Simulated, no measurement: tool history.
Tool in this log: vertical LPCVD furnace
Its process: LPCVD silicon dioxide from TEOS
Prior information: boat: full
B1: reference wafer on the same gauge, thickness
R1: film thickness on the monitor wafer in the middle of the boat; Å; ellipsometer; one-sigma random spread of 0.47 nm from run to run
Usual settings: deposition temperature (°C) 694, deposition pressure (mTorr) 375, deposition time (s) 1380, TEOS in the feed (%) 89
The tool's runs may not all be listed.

run 1 hour=0 | deposition_temperature_(°C)=694 deposition_pressure_(mTorr)=375 deposition_time_(s)=1380 TEOS_in_the_feed_(%)=89 | B1=181.95 | R1=2067.6
run 2 hour=97.9 | deposition_temperature_(°C)=694 deposition_pressure_(mTorr)=375 deposition_time_(s)=1380 TEOS_in_the_feed_(%)=89 | B1=181.91 | R1=2070
run 3 hour=170.3 | deposition_temperature_(°C)=694 deposition_pressure_(mTorr)=375 deposition_time_(s)=1380 TEOS_in_the_feed_(%)=89 | B1=181.99 | R1=2066.8
run 4 hour=249.3 | deposition_temperature_(°C)=694 deposition_pressure_(mTorr)=375 deposition_time_(s)=1380 TEOS_in_the_feed_(%)=89 | B1=181.94 | R1=2062.4
run 5 hour=301.2 | deposition_temperature_(°C)=694 deposition_pressure_(mTorr)=375 deposition_time_(s)=1380 TEOS_in_the_feed_(%)=89 | B1=182.11 | R1=2057.4
run 6 hour=354.6 | deposition_temperature_(°C)=698 deposition_pressure_(mTorr)=375 deposition_time_(s)=1380 TEOS_in_the_feed_(%)=89 | B1=181.89 | R1=2281.8
run 7 hour=458.7 | deposition_temperature_(°C)=698 deposition_pressure_(mTorr)=375 deposition_time_(s)=1380 TEOS_in_the_feed_(%)=89 | B1=182.11 | R1=2276.4
run 8 hour=555.4 | deposition_temperature_(°C)=698 deposition_pressure_(mTorr)=375 deposition_time_(s)=1380 TEOS_in_the_feed_(%)=89 | B1=181.87 | R1=2268.3
run 9 hour=637.7 | deposition_temperature_(°C)=694 deposition_pressure_(mTorr)=375 deposition_time_(s)=1380 TEOS_in_the_feed_(%)=89 | B1=181.96 | R1=2067.1
-- hour=705.3 TEOS flow controller replaced
run 10 hour=736.7 | deposition_temperature_(°C)=694 deposition_pressure_(mTorr)=375 deposition_time_(s)=1380 TEOS_in_the_feed_(%)=89 | B1=182.17 | R1=2072.9
-- hour=788 pressure gauge zeroed
run 11 hour=788.5 | deposition_temperature_(°C)=694 deposition_pressure_(mTorr)=375 deposition_time_(s)=1380 TEOS_in_the_feed_(%)=89 | B1=182.07 | R1=2064.5
run 12 hour=849.6 | deposition_temperature_(°C)=694 deposition_pressure_(mTorr)=375 deposition_time_(s)=1380 TEOS_in_the_feed_(%)=89 | B1=182.14 | R1=2071.7
-- hour=857.6 gauge calibrated
run 13 hour=942.3 | deposition_temperature_(°C)=703 deposition_pressure_(mTorr)=315 deposition_time_(s)=1380 TEOS_in_the_feed_(%)=73 | B1=182.21 | R1=2117.6
run 14 hour=997.9 | deposition_temperature_(°C)=703 deposition_pressure_(mTorr)=335 deposition_time_(s)=1890 TEOS_in_the_feed_(%)=83 | B1=181.97 | R1=3185.5
run 15 hour=1078.1 | deposition_temperature_(°C)=685 deposition_pressure_(mTorr)=450 deposition_time_(s)=1890 TEOS_in_the_feed_(%)=89 | B1=181.94 | R1=2507
run 16 hour=1160 | deposition_temperature_(°C)=694 deposition_pressure_(mTorr)=375 deposition_time_(s)=1380 TEOS_in_the_feed_(%)=89 | B1=182.08 | R1=2066.9
run 17 hour=1252.7 | deposition_temperature_(°C)=706 deposition_pressure_(mTorr)=410 deposition_time_(s)=870 TEOS_in_the_feed_(%)=78 | B1=182.22 | R1=1676.1
run 18 hour=1309.8 | deposition_temperature_(°C)=691 deposition_pressure_(mTorr)=375 deposition_time_(s)=1380 TEOS_in_the_feed_(%)=89 | B1=182.07 | R1=1940.4
run 19 hour=1397.4 | deposition_temperature_(°C)=694 deposition_pressure_(mTorr)=375 deposition_time_(s)=1380 TEOS_in_the_feed_(%)=89 | B1=181.98 | R1=2074.1
-- hour=1499.5 thermocouples replaced and temperature profile calibrated
run 20 hour=1500 | deposition_temperature_(°C)=698 deposition_pressure_(mTorr)=375 deposition_time_(s)=1380 TEOS_in_the_feed_(%)=89 | B1=182.02 | R1=2159.1
run 21 hour=1558.1 | deposition_temperature_(°C)=694 deposition_pressure_(mTorr)=375 deposition_time_(s)=1380 TEOS_in_the_feed_(%)=97 | B1=182.09 | R1=2056.3
run 22 hour=1646.1 | deposition_temperature_(°C)=694 deposition_pressure_(mTorr)=450 deposition_time_(s)=1860 TEOS_in_the_feed_(%)=97 | B1=182.13 | R1=3066.3
run 23 hour=1722.4 | deposition_temperature_(°C)=694 deposition_pressure_(mTorr)=375 deposition_time_(s)=1380 TEOS_in_the_feed_(%)=89 | B1=182.03 | R1=1987.4
run 24 hour=1771.3 | deposition_temperature_(°C)=694 deposition_pressure_(mTorr)=375 deposition_time_(s)=1380 TEOS_in_the_feed_(%)=89 | B1=182.05 | R1=1983.5
run 25 hour=1867.9 | deposition_temperature_(°C)=694 deposition_pressure_(mTorr)=375 deposition_time_(s)=1380 TEOS_in_the_feed_(%)=89 | B1=182.03 | R1=1995.6
run 26 hour=1923.5 | deposition_temperature_(°C)=694 deposition_pressure_(mTorr)=375 deposition_time_(s)=1860 TEOS_in_the_feed_(%)=89 | B1=181.96 | R1=2686.1
run 27 hour=2008.4 | deposition_temperature_(°C)=699 deposition_pressure_(mTorr)=375 deposition_time_(s)=1380 TEOS_in_the_feed_(%)=97 | B1=182.09 | R1=2349
run 28 hour=2069.5 | deposition_temperature_(°C)=705 deposition_pressure_(mTorr)=375 deposition_time_(s)=1380 TEOS_in_the_feed_(%)=97 | B1=182.22 | R1=2700.4
run 29 hour=2152.2 | deposition_temperature_(°C)=694 deposition_pressure_(mTorr)=460 deposition_time_(s)=1380 TEOS_in_the_feed_(%)=97 | B1=181.81 | R1=2320.5
run 30 hour=2244.2 | deposition_temperature_(°C)=706 deposition_pressure_(mTorr)=410 deposition_time_(s)=870 TEOS_in_the_feed_(%)=78 | B1=182.01 | R1=1639.7
run 31 hour=2328.8 | deposition_temperature_(°C)=703 deposition_pressure_(mTorr)=375 deposition_time_(s)=1380 TEOS_in_the_feed_(%)=75 | B1=181.93 | R1=2286.4

4 ways to go on from here, each from the tool as it stands after run 31. What would each give?
run A hour=2332.9 | deposition_temperature_(°C)=694 deposition_pressure_(mTorr)=375 deposition_time_(s)=1380 TEOS_in_the_feed_(%)=89 | B1=? | R1=?
run B hour=2332.9 | deposition_temperature_(°C)=694 deposition_pressure_(mTorr)=375 deposition_time_(s)=1050 TEOS_in_the_feed_(%)=89 | B1=? | R1=?
run C hour=2332.9 | deposition_temperature_(°C)=703 deposition_pressure_(mTorr)=405 deposition_time_(s)=990 TEOS_in_the_feed_(%)=81 | B1=? | R1=?
run D hour=2332.9 | deposition_temperature_(°C)=686 deposition_pressure_(mTorr)=375 deposition_time_(s)=1740 TEOS_in_the_feed_(%)=79 | B1=? | R1=?

run=A B1=181.9 R1=2019.1
run=B B1=181.9 R1=1536.3
run=C B1=181.9 R1=1770.8
run=D B1=181.9 R1=1984.5
The same runs, with their run-to-run variation unchanged, on a tool lacking any hidden condition would have given:
run=A R1=1965
run=B R1=1495.1
run=C R1=1724.1
run=D R1=1930.4
